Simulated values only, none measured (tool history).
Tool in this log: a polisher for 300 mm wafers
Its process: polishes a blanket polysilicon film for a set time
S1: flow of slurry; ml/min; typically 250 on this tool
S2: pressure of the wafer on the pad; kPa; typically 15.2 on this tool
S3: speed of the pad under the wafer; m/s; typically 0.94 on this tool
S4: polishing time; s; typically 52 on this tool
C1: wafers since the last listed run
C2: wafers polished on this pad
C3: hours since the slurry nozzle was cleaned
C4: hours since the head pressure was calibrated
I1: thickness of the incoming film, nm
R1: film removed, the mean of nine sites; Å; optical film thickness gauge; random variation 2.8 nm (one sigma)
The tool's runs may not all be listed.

run,hour,S1,S2,S3,S4,C1,C2,C3,C4,I1,R1
1,0.0,295,15.2,0.94,47,0,1029,457.4,722.3,1461.5,2455
2,27.4,200,15.2,0.94,52,253,1283,484.8,749.7,1453.4,2638
# hour 37.3: worn pad replaced by a new one
3,48.7,200,15.2,0.94,52,160,105,506.1,771.0,1438.1,2623
4,71.3,200,15.2,0.94,52,209,314,528.7,793.6,1434.7,2661
5,95.5,250,11.7,0.94,52,224,538,552.9,817.8,1463.9,2299
6,124.0,250,11.7,0.94,52,263,802,581.4,846.3,1428.9,2299
7,141.5,250,15.2,0.94,45,162,964,598.9,863.8,1451.4,2391
8,157.6,250,15.2,0.94,45,149,1113,615.0,879.9,1477.9,2362
# hour 162.4: worn pad replaced by a new one
9,181.5,250,15.2,0.94,45,184,177,638.9,903.8,1447.0,2341
10,211.5,250,15.2,0.94,52,277,455,668.9,933.8,1466.6,2738
11,246.6,310,15.2,0.94,52,325,780,704.0,968.9,1458.9,2794
# hour 270.1: slurry nozzle cleaned
12,278.7,310,15.2,0.94,52,287,1068,8.6,1001.0,1432.0,2751
# hour 287.5: head pressure recalibrated
# hour 292.8: worn pad replaced by a new one
13,317.2,250,15.2,1.16,38,300,225,47.1,29.7,1453.5,2262
14,338.3,250,15.2,0.94,58,195,420,68.2,50.8,1463.3,3018
15,360.7,185,12.4,0.86,65,207,628,90.6,73.2,1417.6,2738
16,389.4,175,17.2,0.94,52,265,894,119.3,101.9,1455.1,2856
# hour 423.5: worn pad replaced by a new one
17,466.4,250,15.2,0.64,46,675,396,196.3,178.9,1465.5,1939
18,484.7,250,15.2,0.94,52,169,566,214.6,197.2,1451.0,2759
19,510.4,250,15.2,0.78,39,237,804,240.3,222.9,1453.9,1847
20,540.6,250,15.2,0.94,52,279,1083,270.5,253.1,1439.5,2753
# hour 563.3: worn pad replaced by a new one
21,564.0,250,11.0,0.94,52,179,6,293.9,276.5,1439.1,2251
22,582.6,165,9.7,0.94,58,172,178,312.5,295.1,1457.9,2165
23,596.0,250,15.2,0.94,52,124,302,325.9,308.5,1440.0,2677
24,611.0,250,15.2,0.94,52,138,441,340.9,323.5,1466.9,2728

Below are 5 alternative next runs, each starting from the tool's condition after run 24. Predict each:
A,611.4,250,15.2,0.94,52,3,445,341.3,323.9,1451.8,?
B,611.4,210,15.2,0.94,52,3,445,341.3,323.9,1451.8,?
C,611.4,185,20.7,1.12,52,3,445,341.3,323.9,1451.8,?
D,611.4,335,18.6,0.94,44,3,445,341.3,323.9,1451.8,?
E,611.4,280,15.2,1.20,52,3,445,341.3,323.9,1451.8,?

run,R1
A,2720
B,2679
C,3686
D,2719
E,3200
Stripped of hidden state, with their random variation kept, the same runs would have yielded:
run,R1
A,2720
B,2679
C,3686
D,2719
E,3200
